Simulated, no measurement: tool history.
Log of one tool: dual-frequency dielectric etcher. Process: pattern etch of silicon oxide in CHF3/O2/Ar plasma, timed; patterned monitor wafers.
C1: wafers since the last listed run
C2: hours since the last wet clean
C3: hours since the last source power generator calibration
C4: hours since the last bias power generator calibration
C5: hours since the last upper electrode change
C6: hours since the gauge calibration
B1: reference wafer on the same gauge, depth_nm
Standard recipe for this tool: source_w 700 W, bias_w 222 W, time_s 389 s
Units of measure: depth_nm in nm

run 1 hour=0 | source_w=700 bias_w=261 time_s=326 | C1=0 C2=411.4 C3=3362.4 C4=2238.2 C5=3625.2 C6=813.3 | B1=738.7 | depth_nm=733.3
run 2 hour=12.1 | source_w=830 bias_w=222 time_s=450.5 | C1=44 C2=423.5 C3=3374.5 C4=2250.3 C5=3637.3 C6=825.4 | B1=738.8 | depth_nm=1035.2
run 3 hour=42.2 | source_w=830 bias_w=222 time_s=450.5 | C1=109 C2=453.6 C3=3404.6 C4=2280.4 C5=3667.4 C6=855.5 | B1=738.8 | depth_nm=1031
-- hour=69.4 wet clean of the chamber
run 4 hour=69.9 | source_w=700 bias_w=222 time_s=389 | C1=13 C2=0.5 C3=3432.3 C4=2308.1 C5=3695.1 C6=883.2 | B1=738.8 | depth_nm=803.3
run 5 hour=84.6 | source_w=700 bias_w=222 time_s=389 | C1=53 C2=15.2 C3=3447 C4=2322.8 C5=3709.8 C6=897.9 | B1=738.8 | depth_nm=803.4
run 6 hour=100 | source_w=700 bias_w=222 time_s=389 | C1=56 C2=30.6 C3=3462.4 C4=2338.2 C5=3725.2 C6=913.3 | B1=738.6 | depth_nm=803.5
run 7 hour=134.4 | source_w=700 bias_w=222 time_s=389 | C1=125 C2=65 C3=3496.8 C4=2372.6 C5=3759.6 C6=947.7 | B1=738.8 | depth_nm=797
run 8 hour=158.4 | source_w=700 bias_w=251 time_s=389 | C1=87 C2=89 C3=3520.8 C4=2396.6 C5=3783.6 C6=971.7 | B1=738.5 | depth_nm=829.1
-- hour=167.8 gauge calibrated
run 9 hour=194.1 | source_w=700 bias_w=251 time_s=389 | C1=130 C2=124.7 C3=3556.5 C4=2432.3 C5=3819.3 C6=26.3 | B1=738.7 | depth_nm=826.7
run 10 hour=210.6 | source_w=810 bias_w=222 time_s=302.5 | C1=60 C2=141.2 C3=3573 C4=2448.8 C5=3835.8 C6=42.8 | B1=738.7 | depth_nm=657.1
run 11 hour=244.7 | source_w=610 bias_w=222 time_s=493 | C1=124 C2=175.3 C3=3607.1 C4=2482.9 C5=3869.9 C6=76.9 | B1=738.8 | depth_nm=947.7
-- hour=252 bias power generator calibrated
run 12 hour=259.6 | source_w=830 bias_w=222 time_s=389 | C1=39 C2=190.2 C3=3622 C4=7.6 C5=3884.8 C6=91.8 | B1=738.9 | depth_nm=851.2
run 13 hour=276.3 | source_w=550 bias_w=222 time_s=389 | C1=60 C2=206.9 C3=3638.7 C4=24.3 C5=3901.5 C6=108.5 | B1=738.7 | depth_nm=712.1
-- hour=307.9 wet clean of the chamber, repeated, since the last time left the tool worse
run 14 hour=308.4 | source_w=790 bias_w=201 time_s=456 | C1=29 C2=0.5 C3=3670.8 C4=56.4 C5=3933.6 C6=140.6 | B1=738.8 | depth_nm=1026.1
run 15 hour=324.1 | source_w=850 bias_w=222 time_s=341.5 | C1=57 C2=16.2 C3=3686.5 C4=72.1 C5=3949.3 C6=156.3 | B1=739 | depth_nm=811.2
run 16 hour=339.5 | source_w=800 bias_w=273 time_s=317.5 | C1=56 C2=31.6 C3=3701.9 C4=87.5 C5=3964.7 C6=171.7 | B1=739 | depth_nm=781.4
-- hour=373.3 upper electrode replaced
run 17 hour=373.8 | source_w=830 bias_w=222 time_s=389 | C1=37 C2=65.9 C3=3736.2 C4=121.8 C5=0.5 C6=206 | B1=739.3 | depth_nm=914

For run 18, what comes out?
run 18 hour=397.4 | source_w=620 bias_w=222 time_s=346.5 | C1=85 C2=89.5 C3=3759.8 C4=145.4 C5=24.1 C6=229.6 | B1=? | depth_nm=?

For run 18 the tool returned B1 738.9, depth_nm 715.7 nm.
Take away the tool's hidden state, keep the run-to-run variation as it was, and the same run would have given depth_nm 716.3 nm.

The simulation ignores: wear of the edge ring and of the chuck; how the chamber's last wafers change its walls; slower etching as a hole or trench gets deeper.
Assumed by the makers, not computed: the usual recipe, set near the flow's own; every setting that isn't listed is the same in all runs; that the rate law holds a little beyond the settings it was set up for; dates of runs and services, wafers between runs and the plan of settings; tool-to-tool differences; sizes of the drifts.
